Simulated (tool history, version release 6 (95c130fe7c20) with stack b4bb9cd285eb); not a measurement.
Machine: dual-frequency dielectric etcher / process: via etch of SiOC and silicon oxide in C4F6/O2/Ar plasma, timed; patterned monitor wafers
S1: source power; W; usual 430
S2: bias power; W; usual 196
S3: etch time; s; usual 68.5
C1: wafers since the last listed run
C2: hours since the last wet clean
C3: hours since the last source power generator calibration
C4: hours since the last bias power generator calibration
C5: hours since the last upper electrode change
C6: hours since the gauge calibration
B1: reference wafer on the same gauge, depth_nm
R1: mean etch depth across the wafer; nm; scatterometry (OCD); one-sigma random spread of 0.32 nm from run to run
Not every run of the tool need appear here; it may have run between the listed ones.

Run 1, hour 0: usual settings; C1 0; C2 161.5; C3 2268.5; C4 1768.3; C5 12; C6 702.7; B1 103.2. Result: R1 83.8 nm.
Run 2, hour 32.7: usual settings; C1 503; C2 194.2; C3 2301.2; C4 1801; C5 44.7; C6 735.4; B1 103.1. Result: R1 83.5 nm.
Run 3, hour 56.7: usual settings; C1 369; C2 218.2; C3 2325.2; C4 1825; C5 68.7; C6 759.4; B1 103.2. Result: R1 82.9 nm.
Run 4, hour 90.9: usual settings; C1 526; C2 252.4; C3 2359.4; C4 1859.2; C5 102.9; C6 793.6; B1 103.1. Result: R1 82.8 nm.
Run 5, hour 177.9: usual settings; C1 1338; C2 339.4; C3 2446.4; C4 1946.2; C5 189.9; C6 880.6; B1 103.1. Result: R1 82.3 nm.
Run 6, hour 212.8: usual settings but S1 510 W, S3 84 s; C1 537; C2 374.3; C3 2481.3; C4 1981.1; C5 224.8; C6 915.5; B1 103. Result: R1 110 nm.
At hour 237.4: wet clean of the chamber.
Run 7, hour 245.7: usual settings; C1 136; C2 8.3; C3 2514.2; C4 2014; C5 257.7; C6 948.4; B1 103.1. Result: R1 84.6 nm.
At hour 257.1: source power generator calibrated.
Run 8, hour 276.6: usual settings but S1 340 W, S2 169 W, S3 52 s; C1 413; C2 39.2; C3 19.5; C4 2044.9; C5 288.6; C6 979.3; B1 102.9. Result: R1 55 nm.
Run 9, hour 298.3: usual settings; C1 333; C2 60.9; C3 41.2; C4 2066.6; C5 310.3; C6 1001; B1 103.1. Result: R1 87.1 nm.
Run 10, hour 322.5: usual settings but S1 490 W; C1 372; C2 85.1; C3 65.4; C4 2090.8; C5 334.5; C6 1025.2; B1 103.1. Result: R1 93.1 nm.
Run 11, hour 345.1: usual settings but S1 370 W, S2 162 W, S3 48 s; C1 347; C2 107.7; C3 88; C4 2113.4; C5 357.1; C6 1047.8; B1 103. Result: R1 52.3 nm.
Run 12, hour 380.4: usual settings but S1 500 W, S2 218 W, S3 81.5 s; C1 543; C2 143; C3 123.3; C4 2148.7; C5 392.4; C6 1083.1; B1 103. Result: R1 116.3 nm.
Run 13, hour 405.3: usual settings but S3 58 s; C1 383; C2 167.9; C3 148.2; C4 2173.6; C5 417.3; C6 1108; B1 103.2. Result: R1 73.3 nm.
At hour 416.3: bias power generator calibrated.
Run 14, hour 437.8: usual settings but S1 500 W; C1 438; C2 200.4; C3 180.7; C4 21.5; C5 449.8; C6 1140.5; B1 103.3. Result: R1 93.5 nm.
Run 15, hour 472: usual settings but S3 60.5 s; C1 526; C2 234.6; C3 214.9; C4 55.7; C5 484; C6 1174.7; B1 103.1. Result: R1 75.2 nm.
Run 16, hour 505.9: usual settings; C1 521; C2 268.5; C3 248.8; C4 89.6; C5 517.9; C6 1208.6; B1 103.2. Result: R1 85 nm.
Run 17, hour 532: usual settings but S1 530 W, S3 85.5 s; C1 401; C2 294.6; C3 274.9; C4 115.7; C5 544; C6 1234.7; B1 103. Result: R1 118.1 nm.
At hour 540.4: gauge calibrated.
Run 18, hour 549.4: usual settings; C1 267; C2 312; C3 292.3; C4 133.1; C5 561.4; C6 9; B1 103.1. Result: R1 85.6 nm.

Expected results for the next run?
Run 19, hour 651.9: usual settings; C1 1577; C2 414.5; C3 394.8; C4 235.6; C5 663.9; C6 111.5; B1 ?. Result: R1 ?.

Run 19 yielded B1 103.1, R1 84.7 nm.
Were there no unlogged condition in the tool, this run, its random variation unchanged, would have produced R1 87.1 nm.
